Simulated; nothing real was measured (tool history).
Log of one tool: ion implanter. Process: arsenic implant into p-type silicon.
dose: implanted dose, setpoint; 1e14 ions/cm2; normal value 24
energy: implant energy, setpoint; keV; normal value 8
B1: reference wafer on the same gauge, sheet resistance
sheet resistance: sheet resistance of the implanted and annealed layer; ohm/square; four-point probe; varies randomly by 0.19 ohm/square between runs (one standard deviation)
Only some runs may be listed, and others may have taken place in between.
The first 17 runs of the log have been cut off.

{"hour": 1510.1, "done": "extraction supply calibrated"}
{"run": 18, "hour": 1550.5, "dose": 24, "energy": 8, "B1": 82.55, "sheet resistance": 91.16}
{"run": 19, "hour": 1632.3, "dose": 29.19, "energy": 10.5, "B1": 82.59, "sheet resistance": 85.41}
{"run": 20, "hour": 1677.2, "dose": 24, "energy": 8, "B1": 82.58, "sheet resistance": 90.95}
{"hour": 1748.9, "done": "Faraday cup replaced and dose calibrated"}
{"run": 21, "hour": 1749.4, "dose": 28.61, "energy": 10, "B1": 82.56, "sheet resistance": 87.07}
{"run": 22, "hour": 1793.8, "dose": 26.53, "energy": 8, "B1": 82.61, "sheet resistance": 89.42}
{"run": 23, "hour": 1885.8, "dose": 24, "energy": 8, "B1": 82.64, "sheet resistance": 91.6}
{"run": 24, "hour": 1983.8, "dose": 17.26, "energy": 6, "B1": 82.58, "sheet resistance": 101.3}
{"hour": 2015.0, "done": "gauge calibrated"}
{"run": 25, "hour": 2053.3, "dose": 29.6, "energy": 7, "B1": 82.59, "sheet resistance": 88.34}
{"run": 26, "hour": 2108.2, "dose": 24, "energy": 8, "B1": 82.57, "sheet resistance": 91.09}
{"run": 27, "hour": 2189.2, "dose": 29.68, "energy": 8, "B1": 82.6, "sheet resistance": 87.47}
{"run": 28, "hour": 2266.8, "dose": 17.26, "energy": 10, "B1": 82.57, "sheet resistance": 98.29}
{"run": 29, "hour": 2339.1, "dose": 24, "energy": 7, "B1": 82.54, "sheet resistance": 91.73}
{"run": 30, "hour": 2381.3, "dose": 24, "energy": 8, "B1": 82.61, "sheet resistance": 90.95}
{"run": 31, "hour": 2481.2, "dose": 21.41, "energy": 8, "B1": 82.56, "sheet resistance": 92.96}
{"hour": 2495.9, "done": "Faraday cup replaced and dose calibrated"}
{"run": 32, "hour": 2611.5, "dose": 24, "energy": 10.5, "B1": 82.59, "sheet resistance": 89.66}
{"run": 33, "hour": 2688.1, "dose": 22.02, "energy": 5.5, "B1": 82.6, "sheet resistance": 95.85}
{"run": 34, "hour": 2739.8, "dose": 20.02, "energy": 8, "B1": 82.59, "sheet resistance": 95.85}
{"run": 35, "hour": 2835.2, "dose": 17.01, "energy": 5.5, "B1": 82.61, "sheet resistance": 102.49}
{"run": 36, "hour": 2897.2, "dose": 24, "energy": 8, "B1": 82.62, "sheet resistance": 91.36}

5 ways to go on from here, each from the tool as it stands after run 36. What would each give?
{"run": "A", "hour": 2897.6, "dose": 24, "energy": 8, "B1": "?", "sheet resistance": "?"}
{"run": "B", "hour": 2897.6, "dose": 30.39, "energy": 10.5, "B1": "?", "sheet resistance": "?"}
{"run": "C", "hour": 2897.6, "dose": 28.54, "energy": 6.5, "B1": "?", "sheet resistance": "?"}
{"run": "D", "hour": 2897.6, "dose": 26.15, "energy": 10.5, "B1": "?", "sheet resistance": "?"}
{"run": "E", "hour": 2897.6, "dose": 29.06, "energy": 8, "B1": "?", "sheet resistance": "?"}

run=A B1=82.56 sheet_resistance=91.35
run=B B1=82.56 sheet_resistance=85.2
run=C B1=82.56 sheet_resistance=89.25
run=D B1=82.56 sheet_resistance=87.85
run=E B1=82.56 sheet_resistance=87.84
With the hidden condition removed and each run's random variation left untouched, the same runs would have given:
run=A sheet_resistance=91.49
run=B sheet_resistance=85.31
run=C sheet_resistance=89.36
run=D sheet_resistance=87.97
run=E sheet_resistance=87.95
